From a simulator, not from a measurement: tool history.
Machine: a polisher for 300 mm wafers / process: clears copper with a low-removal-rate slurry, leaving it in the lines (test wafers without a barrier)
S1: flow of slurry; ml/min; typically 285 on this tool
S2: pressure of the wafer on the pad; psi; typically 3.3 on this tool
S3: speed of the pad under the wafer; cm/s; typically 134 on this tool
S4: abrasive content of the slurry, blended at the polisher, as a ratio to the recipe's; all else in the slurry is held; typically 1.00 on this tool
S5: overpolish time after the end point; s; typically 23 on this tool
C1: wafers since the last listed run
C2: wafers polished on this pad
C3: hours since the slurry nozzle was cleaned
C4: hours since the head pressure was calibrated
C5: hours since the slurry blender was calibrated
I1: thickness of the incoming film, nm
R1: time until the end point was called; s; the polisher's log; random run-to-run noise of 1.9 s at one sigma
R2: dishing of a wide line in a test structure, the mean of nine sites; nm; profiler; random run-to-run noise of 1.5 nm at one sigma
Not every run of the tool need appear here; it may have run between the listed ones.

run,hour,S1,S2,S3,S4,S5,C1,C2,C3,C4,C5,I1,R1,R2
1,0.0,285,3.3,134,1.00,23,0,2107,132.0,429.2,299.8,565.6,115.5,63.6
# hour 98.2: slurry blender recalibrated
2,104.9,285,3.3,134,1.00,23,892,2999,236.9,534.1,6.7,559.4,113.5,62.3
3,181.0,285,3.3,134,1.00,23,659,3659,313.0,610.2,82.8,564.3,115.6,63.4
# hour 236.1: worn pad replaced by a new one
4,253.7,285,3.3,112,1.00,23,595,153,385.7,682.9,155.5,569.3,140.1,54.8
5,536.1,285,3.3,134,1.00,23,2448,2601,668.1,965.3,437.9,553.0,117.5,60.4
# hour 572.0: slurry blender recalibrated
# hour 601.8: worn pad replaced by a new one
6,602.3,285,4.1,134,1.00,23,521,4,734.3,1031.5,30.3,562.1,104.7,67.1
7,656.6,285,4.1,134,1.00,23,470,475,788.6,1085.8,84.6,554.6,103.0,68.4
# hour 672.3: slurry nozzle cleaned
8,732.4,285,4.1,134,1.00,23,648,1123,60.1,1161.6,160.4,552.0,95.7,71.6
# hour 754.5: head pressure recalibrated
9,785.1,285,3.3,134,1.00,23,439,1563,112.8,30.6,213.1,556.5,117.3,63.2
10,891.3,285,3.3,134,1.00,23,920,2484,219.0,136.8,319.3,555.1,111.9,61.4
# hour 938.7: slurry blender recalibrated
11,946.3,285,3.3,134,1.00,23,459,2943,274.0,191.8,7.6,555.8,117.7,62.6
# hour 989.6: worn pad replaced by a new one
12,1031.8,285,3.3,134,1.00,23,706,366,359.5,277.3,93.1,552.3,114.6,60.8
13,1108.0,285,3.3,134,1.00,23,660,1026,435.7,353.5,169.3,559.1,117.8,61.6
14,1214.1,250,3.3,134,1.00,23,919,1946,541.8,459.6,275.4,555.1,118.4,61.2
15,1261.9,285,3.3,134,1.00,23,414,2361,589.6,507.4,323.2,550.1,117.5,61.9
16,1321.7,375,3.3,134,1.25,23,518,2879,649.4,567.2,383.0,560.1,110.9,65.0
# hour 1397.8: slurry nozzle cleaned
# hour 1406.2: slurry blender recalibrated
17,1419.0,285,3.3,100,1.00,23,817,3697,21.2,664.5,12.8,558.4,152.9,51.4
# hour 1438.3: worn pad replaced by a new one
18,1469.3,285,3.3,134,1.00,23,401,269,71.5,714.8,63.1,562.3,117.8,62.7
# hour 1739.4: head pressure recalibrated
19,1768.4,285,2.9,116,0.75,19,2576,2845,370.6,29.0,362.2,551.3,152.7,42.2
# hour 1815.4: slurry blender recalibrated
20,1827.1,220,3.3,134,1.00,23,491,3336,429.3,87.7,11.7,555.4,121.1,60.5
# hour 1843.3: worn pad replaced by a new one
21,1887.8,285,3.3,134,0.85,9,491,385,490.0,148.4,72.4,553.6,118.6,28.9
22,1979.5,285,3.3,90,1.00,34,795,1181,581.7,240.1,164.1,555.7,166.1,64.4
23,2059.3,350,3.3,134,1.20,30,691,1872,661.5,319.9,243.9,569.8,111.8,78.5
24,2124.0,285,3.3,134,1.00,10,561,2433,726.2,384.6,308.6,562.5,119.1,30.8

Predict each of these 5 candidate next runs independently; none follows another, all start after run 24:
A,2124.5,285,3.3,134,1.00,23,4,2438,726.7,385.1,309.1,563.8,?,?
B,2124.5,210,3.3,134,1.15,17,4,2438,726.7,385.1,309.1,563.8,?,?
C,2124.5,285,3.3,134,1.00,13,4,2438,726.7,385.1,309.1,563.8,?,?
D,2124.5,190,3.3,168,1.00,10,4,2438,726.7,385.1,309.1,563.8,?,?
E,2124.5,285,3.3,120,1.00,23,4,2438,726.7,385.1,309.1,563.8,?,?

run,R1,R2
A,120.3,60.0
B,123.2,47.4
C,120.3,39.1
D,105.9,35.0
E,133.1,55.9
Take away the tool's hidden state, keep each run's random variation, and the runs would have read:
run,R1,R2
A,114.0,62.3
B,114.5,50.1
C,114.0,40.8
D,97.6,37.4
E,126.2,58.1

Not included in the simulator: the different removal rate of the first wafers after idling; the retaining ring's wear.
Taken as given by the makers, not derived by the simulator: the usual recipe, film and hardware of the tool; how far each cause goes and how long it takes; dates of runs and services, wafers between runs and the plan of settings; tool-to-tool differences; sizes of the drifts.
